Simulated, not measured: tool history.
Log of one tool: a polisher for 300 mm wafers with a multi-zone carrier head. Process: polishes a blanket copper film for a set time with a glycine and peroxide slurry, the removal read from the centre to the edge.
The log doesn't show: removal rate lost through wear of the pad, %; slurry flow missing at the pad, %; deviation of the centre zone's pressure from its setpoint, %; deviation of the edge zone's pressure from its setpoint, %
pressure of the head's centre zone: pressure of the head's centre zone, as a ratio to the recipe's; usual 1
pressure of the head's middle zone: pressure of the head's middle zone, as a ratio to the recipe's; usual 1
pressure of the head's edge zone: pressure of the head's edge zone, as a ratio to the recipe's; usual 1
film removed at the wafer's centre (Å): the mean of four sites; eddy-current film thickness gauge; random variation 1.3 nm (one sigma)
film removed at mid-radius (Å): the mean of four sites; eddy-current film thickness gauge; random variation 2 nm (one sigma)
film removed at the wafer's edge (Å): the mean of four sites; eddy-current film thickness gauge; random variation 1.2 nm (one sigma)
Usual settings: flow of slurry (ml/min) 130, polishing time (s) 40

run	hour	flow of slurry (ml/min)	pressure of the head's centre zone	pressure of the head's middle zone	pressure of the head's edge zone	polishing time (s)	wafers since the last listed run	wafers polished on this pad	hours since the slurry nozzle was cleaned	hours since the centre zone pressure was calibrated	hours since the edge zone pressure was calibrated	hours since the carrier head's membrane was replaced	incoming thickness of the incoming film, nm	film removed at the wafer's centre (Å)	film removed at mid-radius (Å)	film removed at the wafer's edge (Å)
1	0	130	1	1	1	43	0	131	587.2	301.8	281.1	458	1417.9	2067	2176	2083
2	54.5	130	1	1	1	43	569	701	641.7	356.3	335.6	512.5	1386.9	2082	2126	2088
3	113.1	130	1	0.91	1	40	612	1313	700.3	414.9	394.2	571.1	1414.4	1903	1825	1887
# hour 168.4: edge zone pressure recalibrated
4	182.5	130	1	1	1	31	703	2017	769.7	484.3	14.1	640.5	1423.7	1461	1518	1437
# hour 217.9: slurry nozzle cleaned
5	261.7	130	1	1	1	40	816	2833	43.8	563.5	93.3	719.7	1424.2	1854	1929	1831
# hour 324.4: centre zone pressure recalibrated
6	348.1	130	1	1	1	40	881	3715	130.2	23.7	179.7	806.1	1400.2	1831	1899	1820
# hour 361.5: worn pad replaced by a new one
7	400.5	130	1	1	1	40	505	407	182.6	76.1	232.1	858.5	1414.1	1925	1995	1902
8	498.2	130	1	1	1	40	1020	1427	280.3	173.8	329.8	956.2	1429.8	1889	1919	1897
9	578.6	130	1	1	1	40	839	2267	360.7	254.2	410.2	1036.6	1415.6	1845	1948	1854
# hour 618.6: edge zone pressure recalibrated
# hour 622.3: carrier head's membrane replaced by a new one
10	659.2	130	1	1	1	40	782	3049	441.3	334.8	40.6	36.9	1392.8	1849	1924	1837
# hour 723.5: worn pad replaced by a new one
11	724.2	130	1	1	1	40	637	7	506.3	399.8	105.6	101.9	1405.7	1939	1992	1933
12	771.8	130	1	1	1.05	40	497	504	553.9	447.4	153.2	149.5	1403.7	1931	1998	1971
13	816.1	130	1	1	1	43	462	966	598.2	491.7	197.5	193.8	1391.6	2062	2138	2055
14	898	140	1	1	1.05	40	855	1822	680.1	573.6	279.4	275.7	1414.2	1934	1977	1931
15	950.8	130	1	1	1	40	551	2373	732.9	626.4	332.2	328.5	1407.2	1865	1918	1838
16	1028.4	130	1.06	1	1.09	40	810	3184	810.5	704	409.8	406.1	1421.2	1966	1923	1895
# hour 1075.2: centre zone pressure recalibrated
# hour 1083.5: worn pad replaced by a new one
17	1109.6	130	1	1	1	53	785	272	891.7	34.4	491	487.3	1393.1	2567	2701	2543
# hour 1115.6: slurry nozzle cleaned
# hour 1136.2: edge zone pressure recalibrated
18	1215.4	130	1	1	0.95	40	1073	1346	99.8	140.2	79.2	593.1	1408	1901	1952	1831
19	1264.9	155	1	1	1	44	516	1863	149.3	189.7	128.7	642.6	1409.1	2174	2249	2105

Run 20 comes next. What will it give?
20	1332	95	1	1	1	40	700	2564	216.4	256.8	195.8	709.7	1413.3	?	?	?

film removed at the wafer's centre (Å): 1656
film removed at mid-radius (Å): 1733
film removed at the wafer's edge (Å): 1728
Without the tool's hidden state the same run would have given film removed at the wafer's centre (Å) 1748, film removed at mid-radius (Å) 1831, film removed at the wafer's edge (Å) 1825.
